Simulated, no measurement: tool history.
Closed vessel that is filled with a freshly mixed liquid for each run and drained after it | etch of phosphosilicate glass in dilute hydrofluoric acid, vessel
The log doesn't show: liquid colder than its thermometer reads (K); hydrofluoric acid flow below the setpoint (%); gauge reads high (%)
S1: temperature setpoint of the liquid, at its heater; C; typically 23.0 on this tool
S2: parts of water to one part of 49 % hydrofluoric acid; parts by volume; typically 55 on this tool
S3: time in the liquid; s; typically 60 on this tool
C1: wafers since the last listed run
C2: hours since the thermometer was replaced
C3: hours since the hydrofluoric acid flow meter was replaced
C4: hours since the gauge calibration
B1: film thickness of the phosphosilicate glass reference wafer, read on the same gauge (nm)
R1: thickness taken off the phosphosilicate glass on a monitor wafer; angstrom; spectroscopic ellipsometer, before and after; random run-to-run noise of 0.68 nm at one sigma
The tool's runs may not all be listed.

run 1 hour=0.0 | S1=23.0 S2=55 S3=60 | C1=0 C2=2751.5 C3=496.4 C4=114.6 | B1=140.02 | R1=953.1
run 2 hour=15.4 | S1=23.0 S2=55 S3=60 | C1=1456 C2=2766.9 C3=511.8 C4=130.0 | B1=139.97 | R1=944.5
run 3 hour=27.2 | S1=23.0 S2=55 S3=60 | C1=1116 C2=2778.7 C3=523.6 C4=141.8 | B1=140.00 | R1=946.0
run 4 hour=43.2 | S1=23.0 S2=55 S3=60 | C1=1513 C2=2794.7 C3=539.6 C4=157.8 | B1=139.99 | R1=938.8
run 5 hour=55.2 | S1=23.0 S2=55 S3=60 | C1=1134 C2=2806.7 C3=551.6 C4=169.8 | B1=140.05 | R1=941.3
run 6 hour=63.1 | S1=23.0 S2=55 S3=60 | C1=747 C2=2814.6 C3=559.5 C4=177.7 | B1=140.01 | R1=936.4
run 7 hour=78.7 | S1=23.0 S2=55 S3=60 | C1=1475 C2=2830.2 C3=575.1 C4=193.3 | B1=139.97 | R1=943.0
run 8 hour=94.4 | S1=23.0 S2=55 S3=60 | C1=1484 C2=2845.9 C3=590.8 C4=209.0 | B1=139.97 | R1=926.4
run 9 hour=102.6 | S1=23.0 S2=55 S3=60 | C1=775 C2=2854.1 C3=599.0 C4=217.2 | B1=140.03 | R1=929.4
run 10 hour=109.3 | S1=23.0 S2=55 S3=60 | C1=633 C2=2860.8 C3=605.7 C4=223.9 | B1=139.95 | R1=922.4
-- hour=126.8 hydrofluoric acid flow meter replaced
run 11 hour=127.3 | S1=23.0 S2=55 S3=30 | C1=1607 C2=2878.8 C3=0.5 C4=241.9 | B1=140.05 | R1=532.6
run 12 hour=139.2 | S1=23.0 S2=80 S3=90 | C1=1125 C2=2890.7 C3=12.4 C4=253.8 | B1=140.00 | R1=1061.8
run 13 hour=149.0 | S1=23.0 S2=25 S3=90 | C1=926 C2=2900.5 C3=22.2 C4=263.6 | B1=140.02 | R1=3611.5
run 14 hour=157.7 | S1=21.0 S2=55 S3=60 | C1=822 C2=2909.2 C3=30.9 C4=272.3 | B1=139.99 | R1=970.4
run 15 hour=172.0 | S1=20.0 S2=75 S3=35 | C1=1352 C2=2923.5 C3=45.2 C4=286.6 | B1=140.01 | R1=382.9
-- hour=179.0 gauge calibrated
run 16 hour=186.1 | S1=23.0 S2=55 S3=60 | C1=1333 C2=2937.6 C3=59.3 C4=7.1 | B1=139.96 | R1=1051.2
-- hour=202.7 thermometer replaced
run 17 hour=203.2 | S1=27.5 S2=40 S3=60 | C1=1522 C2=0.5 C3=76.4 C4=24.2 | B1=140.01 | R1=1780.0
run 18 hour=211.0 | S1=23.0 S2=85 S3=60 | C1=737 C2=8.3 C3=84.2 C4=32.0 | B1=140.03 | R1=652.8
run 19 hour=222.5 | S1=23.0 S2=55 S3=60 | C1=1087 C2=19.8 C3=95.7 C4=43.5 | B1=140.00 | R1=1038.5
run 20 hour=274.4 | S1=18.5 S2=35 S3=60 | C1=4908 C2=71.7 C3=147.6 C4=95.4 | B1=140.00 | R1=1377.1

Below are 5 alternative next runs, each starting from the tool's condition after run 20. Predict each:
run A hour=275.1 | S1=23.0 S2=55 S3=50 | C1=66 C2=72.4 C3=148.3 C4=96.1 | B1=? | R1=?
run B hour=275.1 | S1=24.5 S2=65 S3=40 | C1=66 C2=72.4 C3=148.3 C4=96.1 | B1=? | R1=?
run C hour=275.1 | S1=21.5 S2=55 S3=75 | C1=66 C2=72.4 C3=148.3 C4=96.1 | B1=? | R1=?
run D hour=275.1 | S1=23.0 S2=55 S3=75 | C1=66 C2=72.4 C3=148.3 C4=96.1 | B1=? | R1=?
run E hour=275.1 | S1=20.0 S2=70 S3=30 | C1=66 C2=72.4 C3=148.3 C4=96.1 | B1=? | R1=?

run=A B1=139.96 R1=854.3
run=B B1=139.96 R1=606.7
run=C B1=139.96 R1=1204.1
run=D B1=139.96 R1=1281.5
run=E B1=139.96 R1=348.9
Without the tool's hidden state the same runs would have given:
run=A R1=883.6
run=B R1=627.8
run=C R1=1245.3
run=D R1=1325.5
run=E R1=361.0
